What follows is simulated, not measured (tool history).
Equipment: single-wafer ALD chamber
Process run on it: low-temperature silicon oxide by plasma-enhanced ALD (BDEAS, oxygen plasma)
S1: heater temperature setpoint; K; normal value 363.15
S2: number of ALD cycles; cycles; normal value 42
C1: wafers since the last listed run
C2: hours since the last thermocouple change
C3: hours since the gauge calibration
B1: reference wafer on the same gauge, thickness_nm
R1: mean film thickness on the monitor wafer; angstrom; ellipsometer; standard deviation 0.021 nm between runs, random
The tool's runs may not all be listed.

run,hour,S1,S2,C1,C2,C3,B1,R1
1,0.0,363.15,42,0,18.2,901.3,6.069,64.18
2,65.7,363.15,42,310,83.9,967.0,6.063,64.51
3,128.9,363.15,42,298,147.1,1030.2,6.063,64.22
4,163.0,363.15,42,161,181.2,1064.3,6.057,64.20
5,205.3,363.15,42,200,223.5,1106.6,6.063,64.39
6,246.5,363.15,42,194,264.7,1147.8,6.063,63.89
7,281.4,363.15,42,165,299.6,1182.7,6.062,64.16
8,319.8,363.15,42,181,338.0,1221.1,6.060,64.31
9,355.8,363.15,42,170,374.0,1257.1,6.064,64.25
10,395.8,363.15,42,189,414.0,1297.1,6.064,64.31
11,428.5,363.15,40,154,446.7,1329.8,6.055,61.29
12,453.6,363.15,40,118,471.8,1354.9,6.055,61.01
13,488.0,363.15,40,162,506.2,1389.3,6.064,60.90
14,555.1,373.15,42,317,573.3,1456.4,6.054,62.14
15,604.8,373.15,42,235,623.0,1506.1,6.061,62.32
# hour 638.0: gauge calibrated
16,671.2,354.15,38,313,689.4,33.2,6.056,59.90
17,713.4,354.15,38,199,731.6,75.4,6.057,59.97
18,742.1,354.15,38,135,760.3,104.1,6.057,59.88
19,790.7,363.15,37,229,808.9,152.7,6.065,56.45
20,857.0,363.15,48,313,875.2,219.0,6.060,73.14
21,919.3,369.15,50,294,937.5,281.3,6.059,75.16
22,978.5,358.15,34,279,996.7,340.5,6.052,52.96
23,1013.4,359.15,34,165,1031.6,375.4,6.062,52.56
24,1040.9,348.15,45,130,1059.1,402.9,6.059,72.38
# hour 1061.3: thermocouple changed; heater temperature recalibrated
25,1069.8,363.15,46,98,8.5,431.8,6.055,70.54
26,1101.0,353.15,42,147,39.7,463.0,6.060,66.12
27,1154.3,363.15,42,252,93.0,516.3,6.061,64.35
28,1223.8,357.15,40,328,162.5,585.8,6.061,62.64
29,1260.1,363.15,42,171,198.8,622.1,6.064,64.23
30,1319.4,352.15,42,280,258.1,681.4,6.062,66.27
31,1356.8,363.15,42,176,295.5,718.8,6.055,64.12
32,1414.6,363.15,42,273,353.3,776.6,6.060,63.95
33,1484.7,376.15,35,331,423.4,846.7,6.059,51.39
34,1694.3,378.15,42,991,633.0,1056.3,6.061,61.06
35,1760.9,357.15,35,314,699.6,1122.9,6.062,54.84
36,1792.9,369.15,47,151,731.6,1154.9,6.060,69.83
37,1828.2,359.15,49,166,766.9,1190.2,6.048,75.78
38,1881.4,363.15,42,251,820.1,1243.4,6.056,63.90
39,1905.8,369.15,49,115,844.5,1267.8,6.070,73.52

The tool's hidden state at each run:
wafer temperature above the value expected at the setpoint (K): 0 at every run
gauge reads high (%): 0 at every run
